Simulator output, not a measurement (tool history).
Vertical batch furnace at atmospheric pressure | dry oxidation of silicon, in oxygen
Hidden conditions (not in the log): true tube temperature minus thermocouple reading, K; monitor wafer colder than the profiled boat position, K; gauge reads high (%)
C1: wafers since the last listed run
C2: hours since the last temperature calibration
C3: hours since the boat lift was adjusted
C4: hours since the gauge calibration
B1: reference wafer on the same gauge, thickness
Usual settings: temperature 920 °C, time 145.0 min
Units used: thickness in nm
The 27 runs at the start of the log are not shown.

{"run": 28, "hour": 469.0, "temperature": 900, "time": 204.0, "C1": 166, "C2": 99.7, "C3": 340.4, "C4": 88.6, "B1": 63.88, "thickness": 71.05}
{"run": 29, "hour": 485.8, "temperature": 920, "time": 145.0, "C1": 246, "C2": 116.5, "C3": 357.2, "C4": 105.4, "B1": 63.92, "thickness": 69.28}
{"run": 30, "hour": 501.3, "temperature": 909, "time": 183.0, "C1": 227, "C2": 132.0, "C3": 372.7, "C4": 120.9, "B1": 63.9, "thickness": 71.71}
{"run": 31, "hour": 509.8, "temperature": 944, "time": 209.5, "C1": 124, "C2": 140.5, "C3": 381.2, "C4": 129.4, "B1": 63.95, "thickness": 102.6}
{"run": 32, "hour": 530.7, "temperature": 934, "time": 86.0, "C1": 306, "C2": 161.4, "C3": 402.1, "C4": 150.3, "B1": 63.9, "thickness": 56.62}
{"run": 33, "hour": 539.3, "temperature": 909, "time": 94.5, "C1": 125, "C2": 170.0, "C3": 410.7, "C4": 158.9, "B1": 63.88, "thickness": 50.22}
{"run": 34, "hour": 552.2, "temperature": 904, "time": 85.0, "C1": 188, "C2": 182.9, "C3": 423.6, "C4": 171.8, "B1": 63.93, "thickness": 45.41}
{"run": 35, "hour": 574.8, "temperature": 909, "time": 125.0, "C1": 331, "C2": 205.5, "C3": 446.2, "C4": 194.4, "B1": 63.94, "thickness": 58.04}
{"run": 36, "hour": 593.7, "temperature": 898, "time": 120.0, "C1": 276, "C2": 224.4, "C3": 465.1, "C4": 213.3, "B1": 63.86, "thickness": 52.22}
{"run": 37, "hour": 611.5, "temperature": 907, "time": 145.0, "C1": 260, "C2": 242.2, "C3": 482.9, "C4": 231.1, "B1": 63.88, "thickness": 62.02}
{"run": 38, "hour": 631.7, "temperature": 920, "time": 197.5, "C1": 295, "C2": 262.4, "C3": 503.1, "C4": 251.3, "B1": 63.93, "thickness": 82.71}

Forecast each of these 5 alternatives for the next run:
{"run": "A", "hour": 637.2, "temperature": 920, "time": 145.0, "C1": 80, "C2": 267.9, "C3": 508.6, "C4": 256.8, "B1": "?", "thickness": "?"}
{"run": "B", "hour": 637.2, "temperature": 929, "time": 92.0, "C1": 80, "C2": 267.9, "C3": 508.6, "C4": 256.8, "B1": "?", "thickness": "?"}
{"run": "C", "hour": 637.2, "temperature": 929, "time": 194.0, "C1": 80, "C2": 267.9, "C3": 508.6, "C4": 256.8, "B1": "?", "thickness": "?"}
{"run": "D", "hour": 637.2, "temperature": 927, "time": 145.0, "C1": 80, "C2": 267.9, "C3": 508.6, "C4": 256.8, "B1": "?", "thickness": "?"}
{"run": "E", "hour": 637.2, "temperature": 898, "time": 118.5, "C1": 80, "C2": 267.9, "C3": 508.6, "C4": 256.8, "B1": "?", "thickness": "?"}

run=A B1=63.91 thickness=68.36
run=B B1=63.91 thickness=56.55
run=C B1=63.91 thickness=87.16
run=D B1=63.91 thickness=72.22
run=E B1=63.91 thickness=51.20
With no hidden state in the tool, these same runs would have given:
run=A thickness=68.36
run=B thickness=56.55
run=C thickness=87.16
run=D thickness=72.22
run=E thickness=51.20

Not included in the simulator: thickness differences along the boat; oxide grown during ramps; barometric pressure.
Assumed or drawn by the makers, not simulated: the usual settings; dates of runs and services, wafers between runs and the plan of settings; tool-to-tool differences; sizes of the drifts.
